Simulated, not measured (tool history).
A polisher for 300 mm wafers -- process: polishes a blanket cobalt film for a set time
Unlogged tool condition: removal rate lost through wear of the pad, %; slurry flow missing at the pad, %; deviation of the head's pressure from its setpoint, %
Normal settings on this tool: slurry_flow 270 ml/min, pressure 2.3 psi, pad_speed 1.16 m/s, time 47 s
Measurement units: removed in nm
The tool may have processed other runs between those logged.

run	hour	slurry_flow	pressure	pad_speed	time	wafers since the last listed run	wafers polished on this pad	hours since the slurry nozzle was cleaned	hours since the head pressure was calibrated	incoming thickness of the incoming film, nm	removed
1	0	270	2.3	1.16	47	0	1390	2.8	779.5	927.8	346.1
# hour 5.1: worn pad replaced by a new one
2	16.1	270	2.3	1.16	47	201	183	18.9	795.6	934.6	345.3
3	23.9	270	2.3	1.16	47	129	313	26.7	803.4	939.5	340
4	36.7	215	2.3	1.16	47	213	526	39.5	816.2	924.8	338.9
5	54.4	215	2.3	1.16	47	294	821	57.2	833.9	941.9	335.6
6	63.4	215	2.3	1.16	47	149	971	66.2	842.9	922.1	330.8
7	71.6	270	2.3	1.16	47	136	1107	74.4	851.1	917.7	343
# hour 89.1: worn pad replaced by a new one
8	89.6	270	2.3	1.16	47	233	7	92.4	869.1	925	336.5
9	97.7	270	2.3	1.16	38	134	142	100.5	877.2	925.5	274.7
10	114.8	270	2.3	1.16	47	284	427	117.6	894.3	938.4	338.3
11	132.2	320	2.3	1.16	47	289	717	135	911.7	927.4	341.3
# hour 144.9: head pressure recalibrated
12	145.4	320	2.3	1.16	47	186	903	148.2	0.5	915.5	352.6
# hour 193.3: worn pad replaced by a new one
13	197.7	270	2.3	1.16	52	804	72	200.5	52.8	918.1	375.7
14	231.6	270	2.3	1.24	47	564	637	234.4	86.7	937.1	355.9
15	238.7	270	2.3	1.24	47	118	755	241.5	93.8	938.4	353.7
16	250.3	295	2.3	1.16	47	193	948	253.1	105.4	912.7	338.9
17	257.2	295	2.3	1.16	47	114	1063	260	112.3	925.8	337
18	263.8	270	2.3	1.16	47	109	1173	266.6	118.9	935	328.7
19	273.7	320	2.3	1.16	47	164	1338	276.5	128.8	910	337.2
20	281.4	270	2.3	1.16	55	128	1466	284.2	136.5	929.1	385.3
21	288.2	345	1.6	1.16	60	113	1579	291	143.3	916.6	300.8
# hour 294.6: slurry nozzle cleaned
22	296.5	270	2.3	1.42	47	121	1701	1.9	151.6	916.3	369.3
# hour 300.9: worn pad replaced by a new one
23	311.6	270	2.3	1.16	47	184	177	17	166.7	934.3	318.3

Forecast run 24:
24	335.3	270	2.3	1.16	47	394	572	40.7	190.4	929.4	?

Logged for run 24: removed 310.4 nm.
Had the tool carried no hidden state, the very same run would have given removed 340.6 nm.
